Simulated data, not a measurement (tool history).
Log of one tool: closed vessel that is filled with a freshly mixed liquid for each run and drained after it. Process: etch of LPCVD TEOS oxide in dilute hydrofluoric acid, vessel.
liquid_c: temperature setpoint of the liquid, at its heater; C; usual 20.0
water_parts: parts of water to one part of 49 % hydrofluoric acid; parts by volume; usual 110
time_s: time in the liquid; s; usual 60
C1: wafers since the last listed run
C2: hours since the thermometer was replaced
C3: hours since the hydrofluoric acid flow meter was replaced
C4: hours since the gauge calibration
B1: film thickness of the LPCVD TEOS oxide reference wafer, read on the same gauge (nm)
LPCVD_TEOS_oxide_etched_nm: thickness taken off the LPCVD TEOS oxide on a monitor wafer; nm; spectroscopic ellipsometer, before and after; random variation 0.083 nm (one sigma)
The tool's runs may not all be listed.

run 1 hour=0.0 | liquid_c=20.0 water_parts=110 time_s=60 | C1=0 C2=1664.1 C3=224.8 C4=1346.7 | B1=109.99 | LPCVD_TEOS_oxide_etched_nm=16.24
run 2 hour=92.9 | liquid_c=20.0 water_parts=85 time_s=50 | C1=8655 C2=1757.0 C3=317.7 C4=1439.6 | B1=109.99 | LPCVD_TEOS_oxide_etched_nm=18.16
run 3 hour=148.0 | liquid_c=20.0 water_parts=110 time_s=60 | C1=5133 C2=1812.1 C3=372.8 C4=1494.7 | B1=110.00 | LPCVD_TEOS_oxide_etched_nm=16.33
run 4 hour=222.0 | liquid_c=20.0 water_parts=110 time_s=60 | C1=6894 C2=1886.1 C3=446.8 C4=1568.7 | B1=110.01 | LPCVD_TEOS_oxide_etched_nm=16.20
run 5 hour=312.7 | liquid_c=20.0 water_parts=110 time_s=60 | C1=8450 C2=1976.8 C3=537.5 C4=1659.4 | B1=109.99 | LPCVD_TEOS_oxide_etched_nm=16.37
run 6 hour=361.6 | liquid_c=20.0 water_parts=110 time_s=60 | C1=4556 C2=2025.7 C3=586.4 C4=1708.3 | B1=110.00 | LPCVD_TEOS_oxide_etched_nm=16.10
run 7 hour=424.0 | liquid_c=20.0 water_parts=110 time_s=60 | C1=5813 C2=2088.1 C3=648.8 C4=1770.7 | B1=110.02 | LPCVD_TEOS_oxide_etched_nm=16.38
-- hour=439.4 hydrofluoric acid flow meter replaced
run 8 hour=504.7 | liquid_c=20.0 water_parts=110 time_s=60 | C1=7425 C2=2168.8 C3=65.3 C4=1851.4 | B1=109.98 | LPCVD_TEOS_oxide_etched_nm=16.20
run 9 hour=546.0 | liquid_c=20.0 water_parts=110 time_s=60 | C1=3847 C2=2210.1 C3=106.6 C4=1892.7 | B1=110.00 | LPCVD_TEOS_oxide_etched_nm=16.33
run 10 hour=641.0 | liquid_c=20.0 water_parts=110 time_s=60 | C1=8851 C2=2305.1 C3=201.6 C4=1987.7 | B1=110.00 | LPCVD_TEOS_oxide_etched_nm=16.24
run 11 hour=701.5 | liquid_c=20.0 water_parts=110 time_s=60 | C1=5636 C2=2365.6 C3=262.1 C4=2048.2 | B1=109.99 | LPCVD_TEOS_oxide_etched_nm=16.00
-- hour=746.4 thermometer replaced
run 12 hour=906.5 | liquid_c=20.0 water_parts=110 time_s=60 | C1=19006 C2=160.1 C3=467.1 C4=2253.2 | B1=109.98 | LPCVD_TEOS_oxide_etched_nm=17.01
run 13 hour=959.9 | liquid_c=22.0 water_parts=110 time_s=70 | C1=4975 C2=213.5 C3=520.5 C4=2306.6 | B1=110.01 | LPCVD_TEOS_oxide_etched_nm=21.42
run 14 hour=1020.6 | liquid_c=20.0 water_parts=110 time_s=60 | C1=5655 C2=274.2 C3=581.2 C4=2367.3 | B1=110.02 | LPCVD_TEOS_oxide_etched_nm=16.94
run 15 hour=1078.2 | liquid_c=20.0 water_parts=110 time_s=60 | C1=5366 C2=331.8 C3=638.8 C4=2424.9 | B1=110.01 | LPCVD_TEOS_oxide_etched_nm=17.00
-- hour=1124.5 hydrofluoric acid flow meter replaced
run 16 hour=1142.9 | liquid_c=17.0 water_parts=155 time_s=70 | C1=5934 C2=396.5 C3=18.4 C4=2489.6 | B1=109.97 | LPCVD_TEOS_oxide_etched_nm=11.80
run 17 hour=1214.5 | liquid_c=20.0 water_parts=110 time_s=85 | C1=6671 C2=468.1 C3=90.0 C4=2561.2 | B1=109.99 | LPCVD_TEOS_oxide_etched_nm=23.91
run 18 hour=1310.9 | liquid_c=20.0 water_parts=110 time_s=60 | C1=8981 C2=564.5 C3=186.4 C4=2657.6 | B1=109.99 | LPCVD_TEOS_oxide_etched_nm=16.82
run 19 hour=1368.8 | liquid_c=20.0 water_parts=110 time_s=60 | C1=5394 C2=622.4 C3=244.3 C4=2715.5 | B1=110.01 | LPCVD_TEOS_oxide_etched_nm=17.02
run 20 hour=1421.8 | liquid_c=20.0 water_parts=90 time_s=40 | C1=4938 C2=675.4 C3=297.3 C4=2768.5 | B1=110.01 | LPCVD_TEOS_oxide_etched_nm=14.08
run 21 hour=1466.1 | liquid_c=18.0 water_parts=65 time_s=60 | C1=4127 C2=719.7 C3=341.6 C4=2812.8 | B1=109.99 | LPCVD_TEOS_oxide_etched_nm=27.34
run 22 hour=1548.3 | liquid_c=20.0 water_parts=110 time_s=60 | C1=7658 C2=801.9 C3=423.8 C4=2895.0 | B1=109.98 | LPCVD_TEOS_oxide_etched_nm=16.80
run 23 hour=1658.2 | liquid_c=20.0 water_parts=130 time_s=90 | C1=10239 C2=911.8 C3=533.7 C4=3004.9 | B1=109.99 | LPCVD_TEOS_oxide_etched_nm=20.63
-- hour=1668.0 gauge calibrated
run 24 hour=1755.3 | liquid_c=17.0 water_parts=165 time_s=60 | C1=9046 C2=1008.9 C3=630.8 C4=87.3 | B1=110.00 | LPCVD_TEOS_oxide_etched_nm=9.31
-- hour=1758.0 hydrofluoric acid flow meter replaced
run 25 hour=1797.8 | liquid_c=20.0 water_parts=125 time_s=40 | C1=3866 C2=1051.4 C3=39.8 C4=129.8 | B1=110.03 | LPCVD_TEOS_oxide_etched_nm=9.55
run 26 hour=1886.8 | liquid_c=18.5 water_parts=110 time_s=60 | C1=8292 C2=1140.4 C3=128.8 C4=218.8 | B1=110.02 | LPCVD_TEOS_oxide_etched_nm=15.77
run 27 hour=1950.2 | liquid_c=20.0 water_parts=150 time_s=80 | C1=5907 C2=1203.8 C3=192.2 C4=282.2 | B1=109.97 | LPCVD_TEOS_oxide_etched_nm=15.62
run 28 hour=2045.9 | liquid_c=18.0 water_parts=90 time_s=80 | C1=8916 C2=1299.5 C3=287.9 C4=377.9 | B1=110.02 | LPCVD_TEOS_oxide_etched_nm=25.42
run 29 hour=2130.4 | liquid_c=20.0 water_parts=85 time_s=90 | C1=7872 C2=1384.0 C3=372.4 C4=462.4 | B1=110.00 | LPCVD_TEOS_oxide_etched_nm=32.91
run 30 hour=2191.6 | liquid_c=20.0 water_parts=110 time_s=60 | C1=5702 C2=1445.2 C3=433.6 C4=523.6 | B1=109.98 | LPCVD_TEOS_oxide_etched_nm=16.74
run 31 hour=2289.7 | liquid_c=23.5 water_parts=135 time_s=45 | C1=9140 C2=1543.3 C3=531.7 C4=621.7 | B1=110.02 | LPCVD_TEOS_oxide_etched_nm=11.24
run 32 hour=2326.7 | liquid_c=18.5 water_parts=65 time_s=85 | C1=3447 C2=1580.3 C3=568.7 C4=658.7 | B1=110.01 | LPCVD_TEOS_oxide_etched_nm=39.14
-- hour=2354.1 hydrofluoric acid flow meter replaced
run 33 hour=2399.7 | liquid_c=20.0 water_parts=110 time_s=60 | C1=6708 C2=1653.3 C3=45.6 C4=731.7 | B1=110.01 | LPCVD_TEOS_oxide_etched_nm=16.58

Measured less the same run without the tool's hidden state. The same run-to-run variation is in both; the gauge's scatter may not be:
The hidden state here: liquid colder than its thermometer reads (K); hydrofluoric acid flow below the setpoint (%); gauge reads high (%).
run=1 LPCVD_TEOS_oxide_etched_nm=-0.71
run=2 LPCVD_TEOS_oxide_etched_nm=-0.83
run=3 LPCVD_TEOS_oxide_etched_nm=-0.76
run=4 LPCVD_TEOS_oxide_etched_nm=-0.78
run=5 LPCVD_TEOS_oxide_etched_nm=-0.81
run=6 LPCVD_TEOS_oxide_etched_nm=-0.82
run=7 LPCVD_TEOS_oxide_etched_nm=-0.85
run=8 LPCVD_TEOS_oxide_etched_nm=-0.88
run=9 LPCVD_TEOS_oxide_etched_nm=-0.89
run=10 LPCVD_TEOS_oxide_etched_nm=-0.91
run=11 LPCVD_TEOS_oxide_etched_nm=-0.92
run=12 LPCVD_TEOS_oxide_etched_nm=-0.14
run=13 LPCVD_TEOS_oxide_etched_nm=-0.20
run=14 LPCVD_TEOS_oxide_etched_nm=-0.17
run=15 LPCVD_TEOS_oxide_etched_nm=-0.20
run=16 LPCVD_TEOS_oxide_etched_nm=-0.15
run=17 LPCVD_TEOS_oxide_etched_nm=-0.34
run=18 LPCVD_TEOS_oxide_etched_nm=-0.27
run=19 LPCVD_TEOS_oxide_etched_nm=-0.29
run=20 LPCVD_TEOS_oxide_etched_nm=-0.26
run=21 LPCVD_TEOS_oxide_etched_nm=-0.56
run=22 LPCVD_TEOS_oxide_etched_nm=-0.34
run=23 LPCVD_TEOS_oxide_etched_nm=-0.47
run=24 LPCVD_TEOS_oxide_etched_nm=-0.23
run=25 LPCVD_TEOS_oxide_etched_nm=-0.24
run=26 LPCVD_TEOS_oxide_etched_nm=-0.45
run=27 LPCVD_TEOS_oxide_etched_nm=-0.45
run=28 LPCVD_TEOS_oxide_etched_nm=-0.81
run=29 LPCVD_TEOS_oxide_etched_nm=-1.09
run=30 LPCVD_TEOS_oxide_etched_nm=-0.56
run=31 LPCVD_TEOS_oxide_etched_nm=-0.38
run=32 LPCVD_TEOS_oxide_etched_nm=-1.48
run=33 LPCVD_TEOS_oxide_etched_nm=-0.63
